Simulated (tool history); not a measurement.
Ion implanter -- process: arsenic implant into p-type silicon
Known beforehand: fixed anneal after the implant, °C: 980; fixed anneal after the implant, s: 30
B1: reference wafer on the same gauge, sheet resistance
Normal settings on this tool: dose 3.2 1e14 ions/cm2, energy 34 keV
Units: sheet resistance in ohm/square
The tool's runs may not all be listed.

{"run": 1, "hour": 0.0, "dose": 3.2, "energy": 34, "B1": 216.03, "sheet resistance": 245.93}
{"run": 2, "hour": 64.8, "dose": 3.2, "energy": 34, "B1": 215.93, "sheet resistance": 245.61}
{"run": 3, "hour": 100.6, "dose": 3.2, "energy": 41.5, "B1": 215.99, "sheet resistance": 239.39}
{"run": 4, "hour": 272.9, "dose": 3.2, "energy": 41.5, "B1": 215.99, "sheet resistance": 238.6}
{"run": 5, "hour": 334.3, "dose": 3.2, "energy": 34, "B1": 215.99, "sheet resistance": 246.57}
{"run": 6, "hour": 362.5, "dose": 3.2, "energy": 34, "B1": 215.91, "sheet resistance": 246.06}
{"run": 7, "hour": 430.3, "dose": 3.2, "energy": 34, "B1": 215.99, "sheet resistance": 246.45}
{"run": 8, "hour": 480.1, "dose": 3.81, "energy": 34, "B1": 215.99, "sheet resistance": 216.95}
{"run": 9, "hour": 529.1, "dose": 3.2, "energy": 34, "B1": 215.99, "sheet resistance": 246.91}
{"run": 10, "hour": 557.1, "dose": 3.2, "energy": 34, "B1": 216.06, "sheet resistance": 246.87}
{"run": 11, "hour": 626.3, "dose": 3.2, "energy": 34, "B1": 215.99, "sheet resistance": 247.32}
{"run": 12, "hour": 686.4, "dose": 3.2, "energy": 34, "B1": 215.96, "sheet resistance": 247.51}
{"run": 13, "hour": 747.1, "dose": 3.2, "energy": 34, "B1": 215.97, "sheet resistance": 246.32}
{"run": 14, "hour": 817.5, "dose": 3.2, "energy": 34, "B1": 215.99, "sheet resistance": 246.59}
{"run": 15, "hour": 862.0, "dose": 3.55, "energy": 34, "B1": 216, "sheet resistance": 228.5}
{"run": 16, "hour": 896.7, "dose": 3.55, "energy": 34, "B1": 216.09, "sheet resistance": 228.41}
{"run": 17, "hour": 941.4, "dose": 3.55, "energy": 34, "B1": 215.95, "sheet resistance": 228.51}
{"run": 18, "hour": 968.7, "dose": 3.87, "energy": 24.5, "B1": 216.06, "sheet resistance": 224.04}
{"run": 19, "hour": 1033.6, "dose": 3.2, "energy": 29.5, "B1": 216.06, "sheet resistance": 252.26}
{"run": 20, "hour": 1068.0, "dose": 3.53, "energy": 23.5, "B1": 216, "sheet resistance": 241.52}
{"run": 21, "hour": 1131.2, "dose": 3.2, "energy": 34, "B1": 215.97, "sheet resistance": 247.32}
{"run": 22, "hour": 1158.7, "dose": 3.2, "energy": 34, "B1": 216, "sheet resistance": 247.55}
{"run": 23, "hour": 1217.8, "dose": 3.2, "energy": 34, "B1": 216.01, "sheet resistance": 246.99}
{"run": 24, "hour": 1248.5, "dose": 2.28, "energy": 43, "B1": 215.98, "sheet resistance": 306.32}
{"run": 25, "hour": 1302.3, "dose": 2.66, "energy": 38.5, "B1": 215.96, "sheet resistance": 278.64}
{"run": 26, "hour": 1328.3, "dose": 2.37, "energy": 30.5, "B1": 216.09, "sheet resistance": 314.15}
{"run": 27, "hour": 1370.9, "dose": 3.2, "energy": 34, "B1": 215.97, "sheet resistance": 246.98}
{"run": 28, "hour": 1418.5, "dose": 3.2, "energy": 34, "B1": 215.97, "sheet resistance": 244.85}
{"run": 29, "hour": 1440.9, "dose": 3.2, "energy": 43, "B1": 216.02, "sheet resistance": 236.62}
{"run": 30, "hour": 1589.6, "dose": 2.49, "energy": 43.5, "B1": 215.96, "sheet resistance": 284.36}
{"run": 31, "hour": 1638.0, "dose": 2.51, "energy": 42, "B1": 216.03, "sheet resistance": 284.63}
{"run": 32, "hour": 1806.0, "dose": 3.2, "energy": 26.5, "B1": 216.04, "sheet resistance": 253.46}
{"run": 33, "hour": 1872.5, "dose": 2.36, "energy": 34, "B1": 216.03, "sheet resistance": 307.78}
{"run": 34, "hour": 1911.8, "dose": 2.56, "energy": 24, "B1": 215.99, "sheet resistance": 304.91}
{"run": 35, "hour": 1980.0, "dose": 3.2, "energy": 34, "B1": 215.93, "sheet resistance": 245.44}

Not shown here: 4 entries made in the log between runs. Locate each between two listed runs and compare the hidden state at the listed run before it with the hidden state at the listed run after it:
Logged between run 3 and run 4: gauge calibrated (hour 266.5)
  deviation of the true dose from the Faraday cup's reading, %: -0.724 -> -0.827
  what was measured, less what the result would be without the hidden state, sheet resistance: +1.28 -> +1.46 ohm/square
Logged between run 10 and run 11: extraction supply calibrated (hour 609.8)
  deviation of the true dose from the Faraday cup's reading, %: -0.996 -> -1.04
  what was measured, less what the result would be without the hidden state, sheet resistance: +1.84 -> +1.92 ohm/square
Logged between run 27 and run 28: Faraday cup replaced and dose calibrated (hour 1418)
  deviation of the true dose from the Faraday cup's reading, %: -1.48 -> -0.0313
  what was measured, less what the result would be without the hidden state, sheet resistance: +2.74 -> +0.06 ohm/square
Logged between run 29 and run 30: gauge calibrated (hour 1529.4)
  deviation of the true dose from the Faraday cup's reading, %: -0.0447 -> -0.134
  what was measured, less what the result would be without the hidden state, sheet resistance: +0.08 -> +0.28 ohm/square
